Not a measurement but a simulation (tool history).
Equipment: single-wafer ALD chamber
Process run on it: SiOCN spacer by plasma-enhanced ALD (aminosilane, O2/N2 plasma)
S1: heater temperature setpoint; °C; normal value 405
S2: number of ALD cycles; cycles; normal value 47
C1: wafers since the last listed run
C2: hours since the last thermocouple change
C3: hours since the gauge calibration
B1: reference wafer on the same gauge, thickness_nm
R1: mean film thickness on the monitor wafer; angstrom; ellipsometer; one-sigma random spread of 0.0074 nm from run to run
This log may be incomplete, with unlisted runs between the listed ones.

{"run": 1, "hour": 0.0, "S1": 405, "S2": 47, "C1": 0, "C2": 2080.1, "C3": 296.1, "B1": 2.452, "R1": 29.7}
{"run": 2, "hour": 22.9, "S1": 405, "S2": 47, "C1": 136, "C2": 2103.0, "C3": 319.0, "B1": 2.45, "R1": 29.77}
{"run": 3, "hour": 57.9, "S1": 405, "S2": 47, "C1": 208, "C2": 2138.0, "C3": 354.0, "B1": 2.448, "R1": 29.64}
{"run": 4, "hour": 72.0, "S1": 405, "S2": 47, "C1": 83, "C2": 2152.1, "C3": 368.1, "B1": 2.45, "R1": 29.64}
{"run": 5, "hour": 97.5, "S1": 405, "S2": 47, "C1": 151, "C2": 2177.6, "C3": 393.6, "B1": 2.448, "R1": 29.67}
{"run": 6, "hour": 131.8, "S1": 405, "S2": 47, "C1": 204, "C2": 2211.9, "C3": 427.9, "B1": 2.448, "R1": 29.71}
{"run": 7, "hour": 147.8, "S1": 405, "S2": 47, "C1": 95, "C2": 2227.9, "C3": 443.9, "B1": 2.451, "R1": 29.61}
{"run": 8, "hour": 165.3, "S1": 405, "S2": 47, "C1": 104, "C2": 2245.4, "C3": 461.4, "B1": 2.451, "R1": 29.81}
{"run": 9, "hour": 183.4, "S1": 405, "S2": 47, "C1": 107, "C2": 2263.5, "C3": 479.5, "B1": 2.452, "R1": 29.77}
{"run": 10, "hour": 215.3, "S1": 405, "S2": 47, "C1": 189, "C2": 2295.4, "C3": 511.4, "B1": 2.452, "R1": 29.84}
{"run": 11, "hour": 238.1, "S1": 405, "S2": 47, "C1": 135, "C2": 2318.2, "C3": 534.2, "B1": 2.449, "R1": 29.68}
{"run": 12, "hour": 270.0, "S1": 405, "S2": 51, "C1": 189, "C2": 2350.1, "C3": 566.1, "B1": 2.451, "R1": 32.29}
{"run": 13, "hour": 296.2, "S1": 405, "S2": 51, "C1": 155, "C2": 2376.3, "C3": 592.3, "B1": 2.449, "R1": 32.26}
{"run": 14, "hour": 320.2, "S1": 405, "S2": 51, "C1": 142, "C2": 2400.3, "C3": 616.3, "B1": 2.45, "R1": 32.35}
{"run": 15, "hour": 342.7, "S1": 395, "S2": 47, "C1": 133, "C2": 2422.8, "C3": 638.8, "B1": 2.452, "R1": 30.13}
{"run": 16, "hour": 359.3, "S1": 405, "S2": 40, "C1": 98, "C2": 2439.4, "C3": 655.4, "B1": 2.451, "R1": 25.25}
{"run": 17, "hour": 375.8, "S1": 405, "S2": 47, "C1": 98, "C2": 2455.9, "C3": 671.9, "B1": 2.45, "R1": 29.72}
{"run": 18, "hour": 389.6, "S1": 405, "S2": 47, "C1": 82, "C2": 2469.7, "C3": 685.7, "B1": 2.45, "R1": 29.83}
{"run": 19, "hour": 421.8, "S1": 405, "S2": 47, "C1": 191, "C2": 2501.9, "C3": 717.9, "B1": 2.452, "R1": 29.64}
{"run": 20, "hour": 434.2, "S1": 405, "S2": 47, "C1": 73, "C2": 2514.3, "C3": 730.3, "B1": 2.449, "R1": 29.57}
{"run": 21, "hour": 467.6, "S1": 405, "S2": 47, "C1": 198, "C2": 2547.7, "C3": 763.7, "B1": 2.451, "R1": 29.58}
{"run": 22, "hour": 485.4, "S1": 405, "S2": 47, "C1": 105, "C2": 2565.5, "C3": 781.5, "B1": 2.449, "R1": 29.76}
{"run": 23, "hour": 499.3, "S1": 405, "S2": 47, "C1": 82, "C2": 2579.4, "C3": 795.4, "B1": 2.45, "R1": 29.69}
{"run": 24, "hour": 516.0, "S1": 405, "S2": 47, "C1": 99, "C2": 2596.1, "C3": 812.1, "B1": 2.45, "R1": 29.73}
{"hour": 545.4, "done": "thermocouple changed; heater temperature recalibrated"}
{"run": 25, "hour": 549.2, "S1": 405, "S2": 47, "C1": 149, "C2": 3.8, "C3": 845.3, "B1": 2.45, "R1": 29.71}
{"run": 26, "hour": 581.5, "S1": 395, "S2": 38, "C1": 192, "C2": 36.1, "C3": 877.6, "B1": 2.45, "R1": 24.35}
{"run": 27, "hour": 595.6, "S1": 417, "S2": 39, "C1": 83, "C2": 50.2, "C3": 891.7, "B1": 2.451, "R1": 23.84}
{"run": 28, "hour": 615.1, "S1": 409, "S2": 56, "C1": 116, "C2": 69.7, "C3": 911.2, "B1": 2.45, "R1": 35.01}
{"run": 29, "hour": 641.6, "S1": 405, "S2": 47, "C1": 157, "C2": 96.2, "C3": 937.7, "B1": 2.451, "R1": 29.64}
{"run": 30, "hour": 667.5, "S1": 419, "S2": 43, "C1": 154, "C2": 122.1, "C3": 963.6, "B1": 2.45, "R1": 26.26}
{"run": 31, "hour": 690.8, "S1": 390, "S2": 50, "C1": 138, "C2": 145.4, "C3": 986.9, "B1": 2.448, "R1": 31.95}
{"run": 32, "hour": 704.3, "S1": 391, "S2": 56, "C1": 80, "C2": 158.9, "C3": 1000.4, "B1": 2.448, "R1": 36.01}
{"run": 33, "hour": 718.9, "S1": 420, "S2": 51, "C1": 86, "C2": 173.5, "C3": 1015.0, "B1": 2.45, "R1": 30.97}
{"run": 34, "hour": 750.9, "S1": 405, "S2": 47, "C1": 190, "C2": 205.5, "C3": 1047.0, "B1": 2.452, "R1": 29.81}
{"hour": 778.7, "done": "gauge calibrated"}
{"run": 35, "hour": 779.3, "S1": 405, "S2": 47, "C1": 169, "C2": 233.9, "C3": 0.6, "B1": 2.449, "R1": 29.77}
{"run": 36, "hour": 801.9, "S1": 395, "S2": 50, "C1": 134, "C2": 256.5, "C3": 23.2, "B1": 2.45, "R1": 32.14}
{"run": 37, "hour": 824.9, "S1": 405, "S2": 47, "C1": 136, "C2": 279.5, "C3": 46.2, "B1": 2.45, "R1": 29.76}
{"run": 38, "hour": 843.4, "S1": 405, "S2": 47, "C1": 110, "C2": 298.0, "C3": 64.7, "B1": 2.448, "R1": 29.78}
{"run": 39, "hour": 882.0, "S1": 396, "S2": 38, "C1": 229, "C2": 336.6, "C3": 103.3, "B1": 2.45, "R1": 24.35}
{"run": 40, "hour": 904.9, "S1": 392, "S2": 50, "C1": 136, "C2": 359.5, "C3": 126.2, "B1": 2.449, "R1": 32.05}
{"run": 41, "hour": 928.7, "S1": 405, "S2": 47, "C1": 141, "C2": 383.3, "C3": 150.0, "B1": 2.451, "R1": 29.6}
{"run": 42, "hour": 950.6, "S1": 413, "S2": 50, "C1": 130, "C2": 405.2, "C3": 171.9, "B1": 2.449, "R1": 31.03}
{"run": 43, "hour": 965.0, "S1": 405, "S2": 47, "C1": 85, "C2": 419.6, "C3": 186.3, "B1": 2.45, "R1": 29.74}
{"run": 44, "hour": 991.5, "S1": 417, "S2": 39, "C1": 157, "C2": 446.1, "C3": 212.8, "B1": 2.451, "R1": 23.86}
{"run": 45, "hour": 1054.5, "S1": 399, "S2": 56, "C1": 374, "C2": 509.1, "C3": 275.8, "B1": 2.45, "R1": 36.04}
{"run": 46, "hour": 1084.4, "S1": 413, "S2": 47, "C1": 177, "C2": 539.0, "C3": 305.7, "B1": 2.451, "R1": 28.98}
{"run": 47, "hour": 1113.3, "S1": 412, "S2": 47, "C1": 172, "C2": 567.9, "C3": 334.6, "B1": 2.45, "R1": 29.15}
{"run": 48, "hour": 1147.6, "S1": 405, "S2": 56, "C1": 204, "C2": 602.2, "C3": 368.9, "B1": 2.449, "R1": 35.28}

How the hidden state differs across the entries between the runs, from the last listed run before each to the first after it:
In the gap between runs 24 and 25: thermocouple changed; heater temperature recalibrated (hour 545.4)
  both runs share identical hidden conditions
In the gap between runs 34 and 35: gauge calibrated (hour 778.7)
  both runs share identical hidden conditions

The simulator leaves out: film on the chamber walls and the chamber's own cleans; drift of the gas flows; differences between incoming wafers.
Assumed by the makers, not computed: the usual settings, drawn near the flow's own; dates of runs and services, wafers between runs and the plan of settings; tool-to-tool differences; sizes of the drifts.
